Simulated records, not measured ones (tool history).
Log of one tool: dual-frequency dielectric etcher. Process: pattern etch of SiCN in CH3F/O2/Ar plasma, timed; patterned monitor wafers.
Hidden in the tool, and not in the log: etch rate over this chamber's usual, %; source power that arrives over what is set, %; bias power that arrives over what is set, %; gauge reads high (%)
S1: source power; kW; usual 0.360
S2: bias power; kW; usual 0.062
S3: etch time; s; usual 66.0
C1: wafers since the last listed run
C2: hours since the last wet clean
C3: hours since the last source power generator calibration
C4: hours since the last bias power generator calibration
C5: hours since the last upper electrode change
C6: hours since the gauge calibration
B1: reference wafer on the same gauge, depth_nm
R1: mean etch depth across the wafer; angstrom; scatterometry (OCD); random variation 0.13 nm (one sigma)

run   hour     S1     S2    S3   C1     C2      C3      C4      C5     C6     B1     R1
  1    0.0  0.360  0.062  66.0    0  205.7  2521.1  2353.6  5032.8   17.6  23.48  229.3
  2   50.2  0.360  0.062  66.0  658  255.9  2571.3  2403.8  5083.0   67.8  23.48  227.0
  3   82.8  0.360  0.062  66.0  427  288.5  2603.9  2436.4  5115.6  100.4  23.49  230.0
  4  125.8  0.360  0.053  74.0  563  331.5  2646.9  2479.4  5158.6  143.4  23.47  241.4
  5  167.6  0.360  0.053  74.0  548  373.3  2688.7  2521.2  5200.4  185.2  23.45  244.7
  6  216.4  0.360  0.062  66.0  639  422.1  2737.5  2570.0  5249.2  234.0  23.49  230.6
  7  251.5  0.360  0.062  66.0  460  457.2  2772.6  2605.1  5284.3  269.1  23.51  228.9
  8  292.2  0.320  0.046  82.0  533  497.9  2813.3  2645.8  5325.0  309.8  23.51  246.4
  9  350.3  0.280  0.062  82.0  761  556.0  2871.4  2703.9  5383.1  367.9  23.51  265.4
     361.3  -- gauge calibrated
     368.9  -- source power generator calibrated
     402.9  -- upper electrode replaced
 10  403.4  0.300  0.051  66.0  329  609.1    34.5  2757.0     0.5   42.1  23.53  199.7
     461.7  -- wet clean of the chamber
 11  462.4  0.360  0.062  57.5  459    0.7    93.5  2816.0    59.5  101.1  23.47  201.8
     501.6  -- bias power generator calibrated
 12  532.1  0.270  0.068  51.5  861   70.4   163.2    30.5   129.2  170.8  23.52  169.5
 13  565.9  0.360  0.062  66.0  443  104.2   197.0    64.3   163.0  204.6  23.51  229.4
 14  625.2  0.400  0.048  74.0  777  163.5   256.3   123.6   222.3  263.9  23.50  242.9
 15  671.7  0.360  0.062  66.0  609  210.0   302.8   170.1   268.8  310.4  23.46  228.8

Forecast each of these 3 alternatives for the next run:
  A  672.1  0.290  0.062  66.0   5  210.4  303.2  170.5  269.2  310.8   ?   ?
  B  672.1  0.290  0.053  66.0   5  210.4  303.2  170.5  269.2  310.8   ?   ?
  C  672.1  0.360  0.067  55.5   5  210.4  303.2  170.5  269.2  310.8   ?   ?

run     B1     R1
  A  23.46  212.3
  B  23.46  200.4
  C  23.46  197.0
Without the tool's hidden state the same runs would have given:
run     R1
  A  212.3
  B  200.4
  C  197.0

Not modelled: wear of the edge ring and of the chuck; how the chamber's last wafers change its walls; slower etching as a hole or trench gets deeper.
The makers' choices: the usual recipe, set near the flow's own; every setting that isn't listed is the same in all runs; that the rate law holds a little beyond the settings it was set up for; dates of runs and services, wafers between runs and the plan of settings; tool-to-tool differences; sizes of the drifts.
